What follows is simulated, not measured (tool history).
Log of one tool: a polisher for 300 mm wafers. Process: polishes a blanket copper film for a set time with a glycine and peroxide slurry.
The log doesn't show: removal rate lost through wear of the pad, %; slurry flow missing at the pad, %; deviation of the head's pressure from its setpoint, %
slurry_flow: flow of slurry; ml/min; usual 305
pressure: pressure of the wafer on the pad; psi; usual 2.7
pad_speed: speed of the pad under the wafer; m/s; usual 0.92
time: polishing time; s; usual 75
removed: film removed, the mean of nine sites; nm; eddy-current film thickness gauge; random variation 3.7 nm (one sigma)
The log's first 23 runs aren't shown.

run   hour  slurry_flow  pressure  pad_speed  time  wafers since the last listed run  wafers polished on this pad  hours since the slurry nozzle was cleaned  hours since the head pressure was calibrated  incoming thickness of the incoming film, nm  removed
     645.3  -- worn pad replaced by a new one
 24  649.6          305       2.4       1.10    75                               150                           43                                      155.4                                         601.7                                       1272.2    384.2
 25  663.2          230       2.7       0.92    84                               137                          180                                      169.0                                         615.3                                       1300.4    399.1
 26  686.4          305       2.7       0.92    75                               234                          414                                      192.2                                         638.5                                       1285.1    368.6
 27  703.2          305       2.7       0.92    50                               169                          584                                      209.0                                         655.3                                       1301.5    238.5
 28  726.4          280       3.5       0.70    75                               234                          819                                      232.2                                         678.5                                       1266.9    351.2
 29  753.3          225       2.7       1.02    89                               271                         1090                                      259.1                                         705.4                                       1277.8    455.0
 30  786.6          340       2.7       0.92    75                               336                         1427                                      292.4                                         738.7                                       1278.8    369.3
 31  878.5          305       2.2       0.74    75                               928                         2355                                      384.3                                         830.6                                       1265.2    261.4
 32  891.3          305       2.7       0.92    75                               129                         2484                                      397.1                                         843.4                                       1264.2    359.4
 33  909.9          235       2.1       0.80    59                               187                         2672                                      415.7                                         862.0                                       1288.4    203.9
     932.3  -- worn pad replaced by a new one
 34  933.9          305       2.7       0.92    75                               202                           16                                      439.7                                         886.0                                       1280.2    361.7
 35  948.0          305       2.7       0.68    56                               142                          158                                      453.8                                         900.1                                       1280.4    210.9
 36  969.3          305       1.9       1.06    75                               215                          373                                      475.1                                         921.4                                       1275.3    302.3

Forecast each of these 5 alternatives for the next run:
  A  969.7          305       2.7       0.92    75                                 4                          377                                      475.5                                         921.8                                       1286.1        ?
  B  969.7          200       2.7       0.92    75                                 4                          377                                      475.5                                         921.8                                       1286.1        ?
  C  969.7          210       2.3       0.92    75                                 4                          377                                      475.5                                         921.8                                       1286.1        ?
  D  969.7          305       2.2       0.82    75                                 4                          377                                      475.5                                         921.8                                       1286.1        ?
  E  969.7          395       2.1       0.72    75                                 4                          377                                      475.5                                         921.8                                       1286.1        ?

run  removed
  A    360.0
  B    345.0
  C    305.5
  D    280.4
  E    251.1
Without the tool's hidden state the same runs would have given:
run  removed
  A    360.0
  B    345.0
  C    305.5
  D    280.4
  E    251.1

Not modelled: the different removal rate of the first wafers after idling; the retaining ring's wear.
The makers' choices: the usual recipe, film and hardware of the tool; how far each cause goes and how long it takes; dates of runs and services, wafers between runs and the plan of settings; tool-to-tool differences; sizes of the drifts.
